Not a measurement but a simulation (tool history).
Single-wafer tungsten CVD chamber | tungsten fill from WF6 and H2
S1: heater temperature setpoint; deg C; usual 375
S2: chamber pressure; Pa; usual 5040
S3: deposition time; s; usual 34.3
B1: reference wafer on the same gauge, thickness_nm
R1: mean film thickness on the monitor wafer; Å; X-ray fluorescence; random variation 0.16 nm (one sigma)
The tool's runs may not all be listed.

run 1 hour=0.0 | S1=375 S2=5040 S3=37.2 | B1=57.414 | R1=698.37
run 2 hour=6.2 | S1=375 S2=5040 S3=37.2 | B1=57.411 | R1=697.56
run 3 hour=21.4 | S1=375 S2=5040 S3=37.2 | B1=57.400 | R1=698.65
run 4 hour=30.2 | S1=375 S2=5040 S3=34.3 | B1=57.427 | R1=643.72
run 5 hour=45.3 | S1=375 S2=5040 S3=34.3 | B1=57.391 | R1=645.13
run 6 hour=59.2 | S1=375 S2=5040 S3=34.3 | B1=57.372 | R1=640.85
run 7 hour=75.2 | S1=375 S2=5040 S3=34.3 | B1=57.376 | R1=644.64
run 8 hour=84.0 | S1=375 S2=5040 S3=34.3 | B1=57.415 | R1=643.98
run 9 hour=99.1 | S1=375 S2=5040 S3=34.3 | B1=57.488 | R1=642.95
-- hour=110.8 showerhead replaced
run 10 hour=113.0 | S1=364 S2=5040 S3=34.3 | B1=57.425 | R1=522.00
run 11 hour=130.1 | S1=364 S2=5040 S3=34.3 | B1=57.415 | R1=523.59
-- hour=143.7 thermocouple changed; heater temperature recalibrated
-- hour=145.6 capacitance manometer re-zeroed and calibrated
run 12 hour=146.1 | S1=364 S2=5040 S3=34.3 | B1=57.464 | R1=560.14
run 13 hour=152.4 | S1=375 S2=5040 S3=38.5 | B1=57.421 | R1=771.83
run 14 hour=166.1 | S1=375 S2=5853 S3=34.3 | B1=57.443 | R1=753.17
-- hour=167.3 gauge calibrated
run 15 hour=172.8 | S1=368 S2=5040 S3=31.6 | B1=57.386 | R1=552.96
run 16 hour=187.9 | S1=375 S2=5040 S3=34.3 | B1=57.389 | R1=683.61
run 17 hour=203.0 | S1=375 S2=5040 S3=34.3 | B1=57.432 | R1=679.85
run 18 hour=210.2 | S1=380 S2=5040 S3=38.7 | B1=57.416 | R1=841.79
run 19 hour=224.7 | S1=375 S2=5040 S3=34.3 | B1=57.388 | R1=680.26
run 20 hour=241.0 | S1=382 S2=5040 S3=37.6 | B1=57.384 | R1=845.01
run 21 hour=256.7 | S1=371 S2=3973 S3=41.0 | B1=57.409 | R1=635.00
run 22 hour=271.5 | S1=365 S2=4440 S3=39.2 | B1=57.452 | R1=586.79
run 23 hour=285.1 | S1=368 S2=4080 S3=30.4 | B1=57.399 | R1=451.43
run 24 hour=301.8 | S1=386 S2=5040 S3=34.3 | B1=57.339 | R1=823.21
run 25 hour=316.3 | S1=375 S2=5040 S3=40.3 | B1=57.395 | R1=790.89
run 26 hour=323.3 | S1=375 S2=5040 S3=38.5 | B1=57.462 | R1=757.72
run 27 hour=331.3 | S1=375 S2=5373 S3=34.3 | B1=57.409 | R1=698.87

4 ways to go on from here, each from the tool as it stands after run 27. What would each give?
run A hour=331.7 | S1=387 S2=5040 S3=34.3 | B1=? | R1=?
run B hour=331.7 | S1=375 S2=6253 S3=30.1 | B1=? | R1=?
run C hour=331.7 | S1=366 S2=4720 S3=39.9 | B1=? | R1=?
run D hour=331.7 | S1=381 S2=5653 S3=27.7 | B1=? | R1=?

run=A B1=57.369 R1=835.49
run=B B1=57.369 R1=677.23
run=C B1=57.369 R1=633.61
run=D B1=57.369 R1=653.08
Without the tool's hidden state the same runs would have given:
run=A R1=854.80
run=B R1=694.11
run=C R1=649.94
run=D R1=668.87
